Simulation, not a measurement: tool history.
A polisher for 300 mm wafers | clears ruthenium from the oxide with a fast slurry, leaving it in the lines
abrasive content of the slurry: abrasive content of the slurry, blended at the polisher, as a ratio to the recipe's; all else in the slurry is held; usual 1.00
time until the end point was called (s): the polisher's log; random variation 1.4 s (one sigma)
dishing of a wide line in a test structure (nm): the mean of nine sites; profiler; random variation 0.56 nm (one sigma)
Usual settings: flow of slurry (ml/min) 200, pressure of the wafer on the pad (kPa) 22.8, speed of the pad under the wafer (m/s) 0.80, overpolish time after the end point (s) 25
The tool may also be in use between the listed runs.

run	hour	flow of slurry (ml/min)	pressure of the wafer on the pad (kPa)	speed of the pad under the wafer (m/s)	abrasive content of the slurry	overpolish time after the end point (s)	wafers since the last listed run	wafers polished on this pad	hours since the slurry nozzle was cleaned	hours since the head pressure was calibrated	hours since the slurry blender was calibrated	incoming thickness of the incoming film, nm	time until the end point was called (s)	dishing of a wide line in a test structure (nm)
1	0.0	200	22.8	0.80	1.00	25	0	110	477.3	762.5	155.3	265.2	75.0	47.4
# hour 24.8: slurry blender recalibrated
2	45.6	200	22.8	0.80	1.00	25	310	421	522.9	808.1	20.8	270.8	83.8	46.8
3	59.9	200	22.8	0.80	1.00	25	101	523	537.2	822.4	35.1	274.1	86.4	45.9
4	67.4	200	22.8	0.80	1.00	25	53	576	544.7	829.9	42.6	268.2	82.4	46.0
# hour 72.3: worn pad replaced by a new one
5	85.1	200	22.8	0.80	1.00	25	97	91	562.4	847.6	60.3	273.2	76.4	48.7
6	91.3	200	22.8	0.80	1.00	25	44	135	568.6	853.8	66.5	271.4	77.4	47.1
# hour 106.1: head pressure recalibrated
7	107.0	200	22.8	0.80	1.15	25	97	233	584.3	0.9	82.2	271.9	76.1	48.6
8	120.3	200	22.8	0.80	1.15	25	94	327	597.6	14.2	95.5	272.8	75.4	48.9
9	128.9	200	22.8	0.80	1.00	25	61	389	606.2	22.8	104.1	267.0	81.7	45.2
# hour 135.5: slurry nozzle cleaned
10	142.3	200	22.8	0.80	1.00	25	88	477	6.8	36.2	117.5	270.9	82.8	46.2
11	154.6	200	22.8	0.80	1.00	25	87	565	19.1	48.5	129.8	271.5	80.4	45.6
# hour 163.8: worn pad replaced by a new one
12	170.2	200	22.8	0.80	1.00	25	82	45	34.7	64.1	145.4	267.5	74.9	48.1
13	182.4	200	25.5	0.80	1.00	25	86	132	46.9	76.3	157.6	269.8	72.5	48.6
14	195.6	170	22.8	0.80	1.00	21	94	226	60.1	89.5	170.8	270.0	82.7	43.0
15	202.0	235	22.8	1.06	0.80	32	45	271	66.5	95.9	177.2	268.9	64.2	55.3
16	217.3	165	26.2	0.80	1.00	14	108	380	81.8	111.2	192.5	266.2	73.7	34.4
# hour 220.0: slurry blender recalibrated
17	227.6	180	28.3	0.58	1.00	29	59	439	92.1	121.5	7.6	272.0	98.3	46.2
18	237.1	200	22.8	0.80	1.00	25	67	507	101.6	131.0	17.1	265.2	81.8	45.8
# hour 258.2: worn pad replaced by a new one
19	267.3	265	22.8	0.58	1.15	32	186	64	131.8	161.2	47.3	272.7	91.6	50.1
20	280.0	200	22.8	0.80	1.00	25	90	154	144.5	173.9	60.0	268.5	74.3	46.9

Run 21 comes next. What will it give?
21	293.1	150	15.9	0.80	1.20	19	93	248	157.6	187.0	73.1	268.7	?	?

Run 21 gave time until the end point was called (s) 90.2, dishing of a wide line in a test structure (nm) 36.8.
Without the tool's hidden state the same run would have given time until the end point was called (s) 82.6, dishing of a wide line in a test structure (nm) 39.0.

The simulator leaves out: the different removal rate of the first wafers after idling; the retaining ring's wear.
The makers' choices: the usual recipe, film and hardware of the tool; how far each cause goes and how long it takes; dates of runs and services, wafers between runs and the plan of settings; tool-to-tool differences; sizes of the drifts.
